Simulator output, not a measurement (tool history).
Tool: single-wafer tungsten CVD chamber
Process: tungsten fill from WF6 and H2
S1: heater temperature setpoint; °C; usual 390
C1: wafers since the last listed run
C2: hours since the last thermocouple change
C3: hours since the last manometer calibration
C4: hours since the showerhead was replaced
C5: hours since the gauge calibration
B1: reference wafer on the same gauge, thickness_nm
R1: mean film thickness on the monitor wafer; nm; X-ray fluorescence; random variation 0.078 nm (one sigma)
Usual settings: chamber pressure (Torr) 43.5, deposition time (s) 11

run 1 hour=0 | S1=390 chamber_pressure_(Torr)=43.5 deposition_time_(s)=11 | C1=0 C2=257.4 C3=2199.2 C4=1941.5 C5=730.7 | B1=27.042 | R1=28.453
run 2 hour=77.8 | S1=390 chamber_pressure_(Torr)=43.5 deposition_time_(s)=11 | C1=3123 C2=335.2 C3=2277 C4=2019.3 C5=808.5 | B1=26.887 | R1=28.266
-- hour=88.3 gauge calibrated
run 3 hour=106.2 | S1=390 chamber_pressure_(Torr)=43.5 deposition_time_(s)=11 | C1=1140 C2=363.6 C3=2305.4 C4=2047.7 C5=17.9 | B1=27.577 | R1=29.002
run 4 hour=151.4 | S1=390 chamber_pressure_(Torr)=43.5 deposition_time_(s)=11 | C1=1814 C2=408.8 C3=2350.6 C4=2092.9 C5=63.1 | B1=27.585 | R1=28.984
run 5 hour=203 | S1=390 chamber_pressure_(Torr)=49 deposition_time_(s)=11 | C1=2071 C2=460.4 C3=2402.2 C4=2144.5 C5=114.7 | B1=27.568 | R1=29.806
run 6 hour=253 | S1=390 chamber_pressure_(Torr)=49 deposition_time_(s)=11 | C1=2007 C2=510.4 C3=2452.2 C4=2194.5 C5=164.7 | B1=27.541 | R1=29.589
run 7 hour=297.4 | S1=390 chamber_pressure_(Torr)=43.5 deposition_time_(s)=9.7 | C1=1782 C2=554.8 C3=2496.6 C4=2238.9 C5=209.1 | B1=27.517 | R1=25.485
run 8 hour=350 | S1=400 chamber_pressure_(Torr)=43.5 deposition_time_(s)=11 | C1=2111 C2=607.4 C3=2549.2 C4=2291.5 C5=261.7 | B1=27.496 | R1=35.818
run 9 hour=417.1 | S1=400 chamber_pressure_(Torr)=43.5 deposition_time_(s)=11 | C1=2694 C2=674.5 C3=2616.3 C4=2358.6 C5=328.8 | B1=27.491 | R1=35.711
run 10 hour=487.9 | S1=390 chamber_pressure_(Torr)=43.5 deposition_time_(s)=11 | C1=2842 C2=745.3 C3=2687.1 C4=2429.4 C5=399.6 | B1=27.453 | R1=28.861
run 11 hour=546.3 | S1=390 chamber_pressure_(Torr)=43.5 deposition_time_(s)=11 | C1=2344 C2=803.7 C3=2745.5 C4=2487.8 C5=458 | B1=27.351 | R1=28.73
run 12 hour=617.5 | S1=390 chamber_pressure_(Torr)=43.5 deposition_time_(s)=11 | C1=2858 C2=874.9 C3=2816.7 C4=2559 C5=529.2 | B1=27.283 | R1=28.701
run 13 hour=647.4 | S1=390 chamber_pressure_(Torr)=43.5 deposition_time_(s)=11 | C1=1200 C2=904.8 C3=2846.6 C4=2588.9 C5=559.1 | B1=27.256 | R1=28.695
run 14 hour=707 | S1=390 chamber_pressure_(Torr)=47.2 deposition_time_(s)=11 | C1=2393 C2=964.4 C3=2906.2 C4=2648.5 C5=618.7 | B1=27.202 | R1=29.149
-- hour=729.6 capacitance manometer re-zeroed and calibrated
-- hour=736.5 showerhead replaced
-- hour=840.7 thermocouple changed; heater temperature recalibrated
run 15 hour=904.5 | S1=385 chamber_pressure_(Torr)=51 deposition_time_(s)=11 | C1=7010 C2=63.8 C3=174.9 C4=168 C5=816.2 | B1=26.896 | R1=26.299
run 16 hour=943.7 | S1=390 chamber_pressure_(Torr)=43.5 deposition_time_(s)=11 | C1=1573 C2=103 C3=214.1 C4=207.2 C5=855.4 | B1=26.871 | R1=28.163
-- hour=962.1 gauge calibrated
run 17 hour=983.2 | S1=386 chamber_pressure_(Torr)=33.7 deposition_time_(s)=12.1 | C1=1585 C2=142.5 C3=253.6 C4=246.7 C5=21.1 | B1=27.624 | R1=27.718
run 18 hour=1020.3 | S1=400 chamber_pressure_(Torr)=54.3 deposition_time_(s)=11 | C1=1489 C2=179.6 C3=290.7 C4=283.8 C5=58.2 | B1=27.552 | R1=37.817
run 19 hour=1070.2 | S1=390 chamber_pressure_(Torr)=51.4 deposition_time_(s)=12.4 | C1=2003 C2=229.5 C3=340.6 C4=333.7 C5=108.1 | B1=27.534 | R1=33.996
run 20 hour=1131.3 | S1=390 chamber_pressure_(Torr)=49.6 deposition_time_(s)=11 | C1=2453 C2=290.6 C3=401.7 C4=394.8 C5=169.2 | B1=27.518 | R1=29.952
run 21 hour=1164.2 | S1=390 chamber_pressure_(Torr)=43.5 deposition_time_(s)=11 | C1=1320 C2=323.5 C3=434.6 C4=427.7 C5=202.1 | B1=27.513 | R1=28.851
run 22 hour=1217.7 | S1=375 chamber_pressure_(Torr)=47.3 deposition_time_(s)=11.7 | C1=2148 C2=377 C3=488.1 C4=481.2 C5=255.6 | B1=27.505 | R1=22.197
run 23 hour=1267.6 | S1=377 chamber_pressure_(Torr)=33.9 deposition_time_(s)=10.4 | C1=2003 C2=426.9 C3=538 C4=531.1 C5=305.5 | B1=27.491 | R1=19.22
run 24 hour=1312.6 | S1=379 chamber_pressure_(Torr)=35.1 deposition_time_(s)=12.4 | C1=1806 C2=471.9 C3=583 C4=576.1 C5=350.5 | B1=27.428 | R1=24.178

Run 25 comes next. What will it give?
run 25 hour=1360.7 | S1=403 chamber_pressure_(Torr)=39.9 deposition_time_(s)=9.4 | C1=1931 C2=520 C3=631.1 C4=624.2 C5=398.6 | B1=? | R1=?

Run 25 gave B1 27.414, R1 31.738 nm.
Without the tool's hidden state the same run would have given R1 31.956 nm.
